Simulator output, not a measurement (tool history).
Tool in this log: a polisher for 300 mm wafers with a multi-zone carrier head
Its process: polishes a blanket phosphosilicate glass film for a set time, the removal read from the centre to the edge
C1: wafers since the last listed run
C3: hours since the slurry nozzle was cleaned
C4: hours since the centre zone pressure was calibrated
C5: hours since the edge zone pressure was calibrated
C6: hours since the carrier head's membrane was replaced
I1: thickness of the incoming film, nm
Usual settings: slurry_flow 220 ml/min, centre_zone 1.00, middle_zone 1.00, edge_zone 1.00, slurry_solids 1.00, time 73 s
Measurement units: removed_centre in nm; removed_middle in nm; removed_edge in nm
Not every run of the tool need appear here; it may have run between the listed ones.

{"run": 1, "hour": 0.0, "slurry_flow": 220, "centre_zone": 1.0, "middle_zone": 1.0, "edge_zone": 1.0, "slurry_solids": 1.0, "time": 73, "C1": 0, "wafers polished on this pad": 112, "C3": 193.1, "C4": 828.1, "C5": 358.1, "C6": 7.7, "I1": 4633.7, "removed_centre": 499.1, "removed_middle": 478.8, "removed_edge": 453.6}
{"run": 2, "hour": 10.5, "slurry_flow": 220, "centre_zone": 1.0, "middle_zone": 1.0, "edge_zone": 1.0, "slurry_solids": 1.0, "time": 73, "C1": 97, "wafers polished on this pad": 210, "C3": 203.6, "C4": 838.6, "C5": 368.6, "C6": 18.2, "I1": 4619.4, "removed_centre": 497.2, "removed_middle": 465.9, "removed_edge": 457.4}
{"run": 3, "hour": 23.0, "slurry_flow": 220, "centre_zone": 1.0, "middle_zone": 1.0, "edge_zone": 1.0, "slurry_solids": 1.0, "time": 73, "C1": 116, "wafers polished on this pad": 326, "C3": 216.1, "C4": 851.1, "C5": 381.1, "C6": 30.7, "I1": 4647.7, "removed_centre": 497.9, "removed_middle": 473.6, "removed_edge": 462.6}
{"run": 4, "hour": 40.0, "slurry_flow": 220, "centre_zone": 1.0, "middle_zone": 1.0, "edge_zone": 1.0, "slurry_solids": 1.0, "time": 73, "C1": 158, "wafers polished on this pad": 485, "C3": 233.1, "C4": 868.1, "C5": 398.1, "C6": 47.7, "I1": 4671.4, "removed_centre": 506.8, "removed_middle": 465.8, "removed_edge": 456.8}
{"run": 5, "hour": 56.1, "slurry_flow": 220, "centre_zone": 1.0, "middle_zone": 1.0, "edge_zone": 1.0, "slurry_solids": 1.0, "time": 73, "C1": 150, "wafers polished on this pad": 635, "C3": 249.2, "C4": 884.2, "C5": 414.2, "C6": 63.8, "I1": 4672.0, "removed_centre": 510.4, "removed_middle": 472.2, "removed_edge": 455.8}
{"hour": 58.4, "done": "slurry nozzle cleaned"}
{"hour": 69.5, "done": "worn pad replaced by a new one"}
{"run": 6, "hour": 70.0, "slurry_flow": 220, "centre_zone": 1.0, "middle_zone": 0.91, "edge_zone": 1.12, "slurry_solids": 0.9, "time": 80, "C1": 83, "wafers polished on this pad": 4, "C3": 11.6, "C4": 898.1, "C5": 428.1, "C6": 77.7, "I1": 4673.6, "removed_centre": 524.9, "removed_middle": 455.1, "removed_edge": 509.0}
{"run": 7, "hour": 76.7, "slurry_flow": 220, "centre_zone": 1.0, "middle_zone": 1.0, "edge_zone": 1.0, "slurry_solids": 1.0, "time": 73, "C1": 62, "wafers polished on this pad": 67, "C3": 18.3, "C4": 904.8, "C5": 434.8, "C6": 84.4, "I1": 4639.5, "removed_centre": 496.4, "removed_middle": 469.7, "removed_edge": 446.1}
{"run": 8, "hour": 85.2, "slurry_flow": 220, "centre_zone": 1.0, "middle_zone": 1.0, "edge_zone": 1.0, "slurry_solids": 1.0, "time": 97, "C1": 79, "wafers polished on this pad": 146, "C3": 26.8, "C4": 913.3, "C5": 443.3, "C6": 92.9, "I1": 4686.3, "removed_centre": 679.6, "removed_middle": 616.8, "removed_edge": 610.8}
{"run": 9, "hour": 93.7, "slurry_flow": 220, "centre_zone": 1.0, "middle_zone": 1.0, "edge_zone": 1.0, "slurry_solids": 1.0, "time": 73, "C1": 79, "wafers polished on this pad": 225, "C3": 35.3, "C4": 921.8, "C5": 451.8, "C6": 101.4, "I1": 4705.1, "removed_centre": 503.9, "removed_middle": 460.9, "removed_edge": 459.3}
{"run": 10, "hour": 109.8, "slurry_flow": 220, "centre_zone": 0.91, "middle_zone": 0.88, "edge_zone": 1.0, "slurry_solids": 1.0, "time": 73, "C1": 150, "wafers polished on this pad": 376, "C3": 51.4, "C4": 937.9, "C5": 467.9, "C6": 117.5, "I1": 4610.2, "removed_centre": 470.4, "removed_middle": 427.0, "removed_edge": 461.6}
{"run": 11, "hour": 119.0, "slurry_flow": 265, "centre_zone": 1.12, "middle_zone": 0.94, "edge_zone": 1.0, "slurry_solids": 1.0, "time": 73, "C1": 85, "wafers polished on this pad": 461, "C3": 60.6, "C4": 947.1, "C5": 477.1, "C6": 126.7, "I1": 4621.9, "removed_centre": 570.0, "removed_middle": 450.7, "removed_edge": 460.0}
{"hour": 146.3, "done": "centre zone pressure recalibrated"}
{"hour": 151.0, "done": "edge zone pressure recalibrated"}
{"hour": 152.4, "done": "worn pad replaced by a new one"}
{"run": 12, "hour": 172.7, "slurry_flow": 180, "centre_zone": 1.0, "middle_zone": 1.0, "edge_zone": 0.93, "slurry_solids": 1.0, "time": 73, "C1": 450, "wafers polished on this pad": 189, "C3": 114.3, "C4": 26.4, "C5": 21.7, "C6": 180.4, "I1": 4714.1, "removed_centre": 439.6, "removed_middle": 463.2, "removed_edge": 435.5}
{"run": 13, "hour": 182.0, "slurry_flow": 220, "centre_zone": 1.0, "middle_zone": 1.0, "edge_zone": 1.0, "slurry_solids": 1.0, "time": 73, "C1": 86, "wafers polished on this pad": 276, "C3": 123.6, "C4": 35.7, "C5": 31.0, "C6": 189.7, "I1": 4659.0, "removed_centre": 443.1, "removed_middle": 471.3, "removed_edge": 463.0}
{"run": 14, "hour": 188.8, "slurry_flow": 220, "centre_zone": 1.0, "middle_zone": 1.0, "edge_zone": 1.0, "slurry_solids": 1.0, "time": 56, "C1": 63, "wafers polished on this pad": 339, "C3": 130.4, "C4": 42.5, "C5": 37.8, "C6": 196.5, "I1": 4640.6, "removed_centre": 341.9, "removed_middle": 363.8, "removed_edge": 347.9}
{"run": 15, "hour": 195.1, "slurry_flow": 260, "centre_zone": 1.05, "middle_zone": 1.0, "edge_zone": 1.0, "slurry_solids": 1.0, "time": 66, "C1": 58, "wafers polished on this pad": 398, "C3": 136.7, "C4": 48.8, "C5": 44.1, "C6": 202.8, "I1": 4728.1, "removed_centre": 437.8, "removed_middle": 431.6, "removed_edge": 420.6}
{"run": 16, "hour": 205.0, "slurry_flow": 180, "centre_zone": 1.0, "middle_zone": 1.06, "edge_zone": 1.07, "slurry_solids": 1.0, "time": 73, "C1": 92, "wafers polished on this pad": 490, "C3": 146.6, "C4": 58.7, "C5": 54.0, "C6": 212.7, "I1": 4661.5, "removed_centre": 441.6, "removed_middle": 484.9, "removed_edge": 463.3}
{"run": 17, "hour": 216.3, "slurry_flow": 220, "centre_zone": 1.0, "middle_zone": 1.0, "edge_zone": 1.0, "slurry_solids": 1.0, "time": 73, "C1": 105, "wafers polished on this pad": 596, "C3": 157.9, "C4": 70.0, "C5": 65.3, "C6": 224.0, "I1": 4687.9, "removed_centre": 453.3, "removed_middle": 471.7, "removed_edge": 452.8}

Run 18 comes next. What will it give?
{"run": 18, "hour": 227.0, "slurry_flow": 180, "centre_zone": 0.92, "middle_zone": 1.0, "edge_zone": 1.0, "slurry_solids": 1.15, "time": 53, "C1": 99, "wafers polished on this pad": 695, "C3": 168.6, "C4": 80.7, "C5": 76.0, "C6": 234.7, "I1": 4641.1, "removed_centre": "?", "removed_middle": "?", "removed_edge": "?"}

For run 18 the tool returned removed_centre 304.4 nm, removed_middle 357.5 nm, removed_edge 353.3 nm.
Had the tool carried no hidden state, the very same run would have given removed_centre 311.3 nm, removed_middle 357.4 nm, removed_edge 353.3 nm.
